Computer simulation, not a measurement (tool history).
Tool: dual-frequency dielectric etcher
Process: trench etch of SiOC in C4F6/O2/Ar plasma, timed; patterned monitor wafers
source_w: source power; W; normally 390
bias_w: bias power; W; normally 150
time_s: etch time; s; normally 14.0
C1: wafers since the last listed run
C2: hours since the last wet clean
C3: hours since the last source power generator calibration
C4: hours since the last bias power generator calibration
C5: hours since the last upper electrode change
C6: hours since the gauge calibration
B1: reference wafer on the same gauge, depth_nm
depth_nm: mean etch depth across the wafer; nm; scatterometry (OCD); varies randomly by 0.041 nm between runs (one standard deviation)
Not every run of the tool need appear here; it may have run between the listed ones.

{"run": 1, "hour": 0.0, "source_w": 390, "bias_w": 150, "time_s": 14.0, "C1": 0, "C2": 571.9, "C3": 2953.9, "C4": 3460.2, "C5": 1948.1, "C6": 586.2, "B1": 29.41, "depth_nm": 26.63}
{"hour": 4.9, "done": "wet clean of the chamber"}
{"run": 2, "hour": 46.2, "source_w": 390, "bias_w": 138, "time_s": 14.0, "C1": 430, "C2": 41.3, "C3": 3000.1, "C4": 3506.4, "C5": 1994.3, "C6": 632.4, "B1": 29.39, "depth_nm": 26.21}
{"run": 3, "hour": 85.9, "source_w": 390, "bias_w": 138, "time_s": 14.0, "C1": 413, "C2": 81.0, "C3": 3039.8, "C4": 3546.1, "C5": 2034.0, "C6": 672.1, "B1": 29.4, "depth_nm": 26.27}
{"run": 4, "hour": 133.5, "source_w": 390, "bias_w": 150, "time_s": 14.0, "C1": 496, "C2": 128.6, "C3": 3087.4, "C4": 3593.7, "C5": 2081.6, "C6": 719.7, "B1": 29.39, "depth_nm": 26.77}
{"run": 5, "hour": 201.5, "source_w": 390, "bias_w": 166, "time_s": 15.0, "C1": 708, "C2": 196.6, "C3": 3155.4, "C4": 3661.7, "C5": 2149.6, "C6": 787.7, "B1": 29.41, "depth_nm": 29.56}
{"run": 6, "hour": 265.6, "source_w": 390, "bias_w": 150, "time_s": 14.0, "C1": 667, "C2": 260.7, "C3": 3219.5, "C4": 3725.8, "C5": 2213.7, "C6": 851.8, "B1": 29.39, "depth_nm": 26.8}
{"run": 7, "hour": 370.7, "source_w": 390, "bias_w": 150, "time_s": 14.0, "C1": 1095, "C2": 365.8, "C3": 3324.6, "C4": 3830.9, "C5": 2318.8, "C6": 956.9, "B1": 29.4, "depth_nm": 26.76}
{"run": 8, "hour": 406.9, "source_w": 390, "bias_w": 150, "time_s": 14.0, "C1": 377, "C2": 402.0, "C3": 3360.8, "C4": 3867.1, "C5": 2355.0, "C6": 993.1, "B1": 29.4, "depth_nm": 26.72}
{"run": 9, "hour": 491.7, "source_w": 390, "bias_w": 150, "time_s": 14.0, "C1": 883, "C2": 486.8, "C3": 3445.6, "C4": 3951.9, "C5": 2439.8, "C6": 1077.9, "B1": 29.41, "depth_nm": 26.67}
{"run": 10, "hour": 537.1, "source_w": 390, "bias_w": 150, "time_s": 14.0, "C1": 473, "C2": 532.2, "C3": 3491.0, "C4": 3997.3, "C5": 2485.2, "C6": 1123.3, "B1": 29.39, "depth_nm": 26.69}
{"run": 11, "hour": 581.8, "source_w": 390, "bias_w": 158, "time_s": 14.0, "C1": 465, "C2": 576.9, "C3": 3535.7, "C4": 4042.0, "C5": 2529.9, "C6": 1168.0, "B1": 29.39, "depth_nm": 27.07}
{"hour": 636.1, "done": "wet clean of the chamber"}
{"run": 12, "hour": 681.8, "source_w": 390, "bias_w": 136, "time_s": 16.5, "C1": 792, "C2": 45.7, "C3": 3635.7, "C4": 4142.0, "C5": 2629.9, "C6": 1268.0, "B1": 29.4, "depth_nm": 30.75}
{"run": 13, "hour": 726.4, "source_w": 390, "bias_w": 167, "time_s": 16.5, "C1": 464, "C2": 90.3, "C3": 3680.3, "C4": 4186.6, "C5": 2674.5, "C6": 1312.6, "B1": 29.4, "depth_nm": 32.6}
{"run": 14, "hour": 795.0, "source_w": 390, "bias_w": 150, "time_s": 14.0, "C1": 714, "C2": 158.9, "C3": 3748.9, "C4": 4255.2, "C5": 2743.1, "C6": 1381.2, "B1": 29.4, "depth_nm": 26.82}
{"run": 15, "hour": 841.7, "source_w": 430, "bias_w": 131, "time_s": 14.0, "C1": 486, "C2": 205.6, "C3": 3795.6, "C4": 4301.9, "C5": 2789.8, "C6": 1427.9, "B1": 29.38, "depth_nm": 26.88}

Expected results for the next run?
{"run": 16, "hour": 906.1, "source_w": 390, "bias_w": 150, "time_s": 18.0, "C1": 671, "C2": 270.0, "C3": 3860.0, "C4": 4366.3, "C5": 2854.2, "C6": 1492.3, "B1": "?", "depth_nm": "?"}

Run 16 yielded B1 29.40, depth_nm 34.46 nm.
Had the tool carried no hidden state, the very same run would have given depth_nm 34.16 nm.

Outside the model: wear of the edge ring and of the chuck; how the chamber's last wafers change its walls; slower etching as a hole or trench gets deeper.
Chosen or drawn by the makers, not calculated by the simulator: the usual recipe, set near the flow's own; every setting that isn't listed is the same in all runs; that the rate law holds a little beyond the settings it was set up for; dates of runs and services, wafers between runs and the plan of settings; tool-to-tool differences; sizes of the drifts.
